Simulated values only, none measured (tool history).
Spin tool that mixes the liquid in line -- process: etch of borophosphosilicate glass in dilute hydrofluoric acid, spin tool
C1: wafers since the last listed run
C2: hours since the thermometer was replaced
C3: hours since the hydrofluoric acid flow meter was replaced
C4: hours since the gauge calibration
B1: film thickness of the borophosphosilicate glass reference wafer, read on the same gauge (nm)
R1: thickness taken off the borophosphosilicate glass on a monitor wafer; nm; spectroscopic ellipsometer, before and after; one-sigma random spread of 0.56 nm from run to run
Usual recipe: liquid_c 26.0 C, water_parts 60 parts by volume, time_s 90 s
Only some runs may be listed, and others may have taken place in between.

Run 1, hour 0.0: usual settings but time_s 70 s; C1 0; C2 666.7; C3 666.0; C4 853.1; B1 100.04. Result: R1 42.03 nm.
At hour 5.0: gauge calibrated.
Run 2, hour 90.6: usual settings but time_s 70 s; C1 828; C2 757.3; C3 756.6; C4 85.6; B1 100.00. Result: R1 41.88 nm.
At hour 151.0: thermometer replaced.
Run 3, hour 178.7: usual settings; C1 796; C2 27.7; C3 844.7; C4 173.7; B1 99.99. Result: R1 53.55 nm.
Run 4, hour 245.5: usual settings; C1 610; C2 94.5; C3 911.5; C4 240.5; B1 100.00. Result: R1 53.94 nm.
Run 5, hour 323.0: usual settings; C1 708; C2 172.0; C3 989.0; C4 318.0; B1 100.02. Result: R1 53.90 nm.
Run 6, hour 414.5: usual settings; C1 836; C2 263.5; C3 1080.5; C4 409.5; B1 100.02. Result: R1 51.78 nm.
Run 7, hour 478.3: usual settings but liquid_c 27.0 C; C1 583; C2 327.3; C3 1144.3; C4 473.3; B1 100.01. Result: R1 54.65 nm.
Run 8, hour 578.8: usual settings but liquid_c 27.0 C; C1 918; C2 427.8; C3 1244.8; C4 573.8; B1 100.00. Result: R1 54.66 nm.
Run 9, hour 680.3: usual settings but liquid_c 27.0 C; C1 928; C2 529.3; C3 1346.3; C4 675.3; B1 99.96. Result: R1 54.05 nm.
Run 10, hour 737.8: usual settings; C1 525; C2 586.8; C3 1403.8; C4 732.8; B1 100.01. Result: R1 52.21 nm.
Run 11, hour 829.8: usual settings but time_s 115 s; C1 841; C2 678.8; C3 1495.8; C4 824.8; B1 99.99. Result: R1 65.73 nm.
At hour 917.8: thermometer replaced.
At hour 920.5: hydrofluoric acid flow meter replaced.
Run 12, hour 922.0: usual settings; C1 824; C2 4.2; C3 1.5; C4 917.0; B1 100.03. Result: R1 55.33 nm.
At hour 965.1: gauge calibrated.
Run 13, hour 1010.5: usual settings but water_parts 80 parts by volume, time_s 50 s; C1 809; C2 92.7; C3 90.0; C4 45.4; B1 99.98. Result: R1 22.50 nm.
Run 14, hour 1063.2: usual settings but liquid_c 30.5 C, water_parts 70 parts by volume, time_s 125 s; C1 481; C2 145.4; C3 142.7; C4 98.1; B1 100.01. Result: R1 77.69 nm.
Run 15, hour 1156.7: usual settings but water_parts 50 parts by volume; C1 854; C2 238.9; C3 236.2; C4 191.6; B1 100.02. Result: R1 67.75 nm.
Run 16, hour 1258.3: usual settings but liquid_c 29.0 C, water_parts 80 parts by volume, time_s 110 s; C1 929; C2 340.5; C3 337.8; C4 293.2; B1 100.02. Result: R1 54.02 nm.
Run 17, hour 1302.2: usual settings but liquid_c 27.5 C; C1 401; C2 384.4; C3 381.7; C4 337.1; B1 100.01. Result: R1 59.03 nm.
Run 18, hour 1351.5: usual settings but water_parts 85 parts by volume, time_s 145 s; C1 450; C2 433.7; C3 431.0; C4 386.4; B1 100.01. Result: R1 59.75 nm.
Run 19, hour 1423.1: usual settings; C1 654; C2 505.3; C3 502.6; C4 458.0; B1 99.96. Result: R1 53.91 nm.

Across each entry between runs, compare the hidden state at the last listed run before it with the hidden state at the first listed run after it:
Runs 1 to 2: gauge calibrated (hour 5.0)
  hydrofluoric acid flow below the setpoint (%): 3.85 -> 4.36
  what was measured, less what the result would be without the hidden state, R1: -1.83 -> -2.07 nm
Runs 2 to 3: thermometer replaced (hour 151.0)
  hydrofluoric acid flow below the setpoint (%): 4.36 -> 4.85
  what was measured, less what the result would be without the hidden state, R1: -2.07 -> -2.97 nm
Runs 11 to 12: thermometer replaced (hour 917.8); hydrofluoric acid flow meter replaced (hour 920.5)
  hydrofluoric acid flow below the setpoint (%): 8.5 -> 1.46
  what was measured, less what the result would be without the hidden state, R1: -6.65 -> -0.89 nm
Runs 12 to 13: gauge calibrated (hour 965.1)
  hydrofluoric acid flow below the setpoint (%): 1.46 -> 1.96
  what was measured, less what the result would be without the hidden state, R1: -0.89 -> -0.49 nm
